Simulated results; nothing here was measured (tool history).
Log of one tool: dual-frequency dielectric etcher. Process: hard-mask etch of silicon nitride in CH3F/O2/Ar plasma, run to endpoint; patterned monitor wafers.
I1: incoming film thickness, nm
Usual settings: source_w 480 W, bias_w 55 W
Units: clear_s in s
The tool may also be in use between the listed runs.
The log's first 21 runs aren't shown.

{"day": 26.067, "done": "upper electrode replaced"}
{"run": 22, "day": 26.088, "source_w": 540, "bias_w": 68, "I1": 38.02, "clear_s": 46.8}
{"run": 23, "day": 26.1, "source_w": 520, "bias_w": 62, "I1": 38.37, "clear_s": 50.1}
{"run": 24, "day": 26.388, "source_w": 510, "bias_w": 51, "I1": 38.27, "clear_s": 53.6}
{"run": 25, "day": 27.5, "source_w": 560, "bias_w": 47, "I1": 38.09, "clear_s": 51.8}
{"run": 26, "day": 28.767, "source_w": 480, "bias_w": 55, "I1": 38.16, "clear_s": 54.2}
{"day": 31.408, "done": "wet clean of the chamber"}
{"run": 27, "day": 32.133, "source_w": 380, "bias_w": 66, "I1": 37.84, "clear_s": 56.4}
{"run": 28, "day": 33.529, "source_w": 370, "bias_w": 60, "I1": 38.29, "clear_s": 58.8}
{"run": 29, "day": 34.617, "source_w": 530, "bias_w": 67, "I1": 38.11, "clear_s": 46}

Forecast run 30:
{"run": 30, "day": 35.504, "source_w": 550, "bias_w": 46, "I1": 37.93, "clear_s": "?"}

clear_s: 50.4 s
Without the tool's hidden state the same run would have given clear_s 50.2 s.
